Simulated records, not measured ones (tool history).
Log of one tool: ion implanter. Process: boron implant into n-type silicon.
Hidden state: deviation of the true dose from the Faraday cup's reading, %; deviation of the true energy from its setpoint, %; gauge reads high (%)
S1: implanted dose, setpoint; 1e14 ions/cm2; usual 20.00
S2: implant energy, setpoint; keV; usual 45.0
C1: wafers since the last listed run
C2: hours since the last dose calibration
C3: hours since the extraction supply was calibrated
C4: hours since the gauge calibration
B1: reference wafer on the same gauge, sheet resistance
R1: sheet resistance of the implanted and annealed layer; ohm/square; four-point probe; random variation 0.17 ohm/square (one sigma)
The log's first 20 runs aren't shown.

Run 21, hour 1064.0: usual settings but S1 24.67 1e14 ions/cm2, S2 54.5 keV; C1 1007; C2 1249.0; C3 219.2; C4 231.8; B1 71.12. Result: R1 58.62 ohm/square.
Run 22, hour 1105.5: usual settings but S1 23.54 1e14 ions/cm2, S2 60.0 keV; C1 715; C2 1290.5; C3 260.7; C4 273.3; B1 71.08. Result: R1 60.12 ohm/square.
Run 23, hour 1167.3: usual settings but S1 23.76 1e14 ions/cm2, S2 60.0 keV; C1 1066; C2 1352.3; C3 322.5; C4 335.1; B1 71.10. Result: R1 59.77 ohm/square.
Run 24, hour 1195.2: usual settings but S2 51.0 keV; C1 481; C2 1380.2; C3 350.4; C4 363.0; B1 71.15. Result: R1 68.41 ohm/square.
Run 25, hour 1238.7: usual settings but S1 24.64 1e14 ions/cm2, S2 57.5 keV; C1 750; C2 1423.7; C3 393.9; C4 406.5; B1 71.14. Result: R1 58.25 ohm/square.
At hour 1264.0: Faraday cup replaced and dose calibrated.
Run 26, hour 1276.8: usual settings but S1 21.56 1e14 ions/cm2; C1 519; C2 12.8; C3 432.0; C4 444.6; B1 71.12. Result: R1 65.39 ohm/square.
Run 27, hour 1342.2: usual settings but S1 18.19 1e14 ions/cm2, S2 53.0 keV; C1 1128; C2 78.2; C3 497.4; C4 510.0; B1 71.12. Result: R1 73.41 ohm/square.
Run 28, hour 1413.2: usual settings; C1 1224; C2 149.2; C3 568.4; C4 581.0; B1 71.15. Result: R1 68.83 ohm/square.
Run 29, hour 1467.0: usual settings but S1 14.68 1e14 ions/cm2, S2 59.5 keV; C1 928; C2 203.0; C3 622.2; C4 634.8; B1 71.12. Result: R1 86.39 ohm/square.
Run 30, hour 1499.1: usual settings but S2 49.0 keV; C1 553; C2 235.1; C3 654.3; C4 666.9; B1 71.12. Result: R1 68.59 ohm/square.
Run 31, hour 1540.3: usual settings but S1 15.53 1e14 ions/cm2, S2 33.0 keV; C1 710; C2 276.3; C3 695.5; C4 708.1; B1 71.00. Result: R1 85.09 ohm/square.
Run 32, hour 1601.5: usual settings but S1 17.35 1e14 ions/cm2; C1 1055; C2 337.5; C3 756.7; C4 769.3; B1 71.15. Result: R1 76.79 ohm/square.
Run 33, hour 1655.3: usual settings but S1 18.43 1e14 ions/cm2, S2 39.0 keV; C1 928; C2 391.3; C3 810.5; C4 823.1; B1 71.12. Result: R1 74.06 ohm/square.
Run 34, hour 1720.8: usual settings; C1 1130; C2 456.8; C3 876.0; C4 888.6; B1 71.11. Result: R1 68.57 ohm/square.
Run 35, hour 1760.4: usual settings but S1 25.05 1e14 ions/cm2, S2 52.5 keV; C1 683; C2 496.4; C3 915.6; C4 928.2; B1 71.04. Result: R1 58.12 ohm/square.
Run 36, hour 1794.3: usual settings but S1 25.17 1e14 ions/cm2, S2 55.0 keV; C1 584; C2 530.3; C3 949.5; C4 962.1; B1 71.11. Result: R1 57.46 ohm/square.
Run 37, hour 1819.4: usual settings but S1 25.01 1e14 ions/cm2, S2 60.0 keV; C1 433; C2 555.4; C3 974.6; C4 987.2; B1 71.10. Result: R1 57.37 ohm/square.
Run 38, hour 1858.6: usual settings but S1 25.04 1e14 ions/cm2, S2 59.5 keV; C1 676; C2 594.6; C3 1013.8; C4 1026.4; B1 71.05. Result: R1 57.55 ohm/square.

3 ways to go on from here, each from the tool as it stands after run 38. What would each give?
Run A, hour 1859.0: usual settings; C1 6; C2 595.0; C3 1014.2; C4 1026.8; B1 ?. Result: R1 ?.
Run B, hour 1859.0: usual settings but S1 14.58 1e14 ions/cm2; C1 6; C2 595.0; C3 1014.2; C4 1026.8; B1 ?. Result: R1 ?.
Run C, hour 1859.0: usual settings but S2 52.5 keV; C1 6; C2 595.0; C3 1014.2; C4 1026.8; B1 ?. Result: R1 ?.

run     B1     R1
  A  71.10  68.84
  B  71.10  87.44
  C  71.10  68.11
Without the tool's hidden state the same runs would have given:
run     R1
  A  68.84
  B  87.44
  C  68.11

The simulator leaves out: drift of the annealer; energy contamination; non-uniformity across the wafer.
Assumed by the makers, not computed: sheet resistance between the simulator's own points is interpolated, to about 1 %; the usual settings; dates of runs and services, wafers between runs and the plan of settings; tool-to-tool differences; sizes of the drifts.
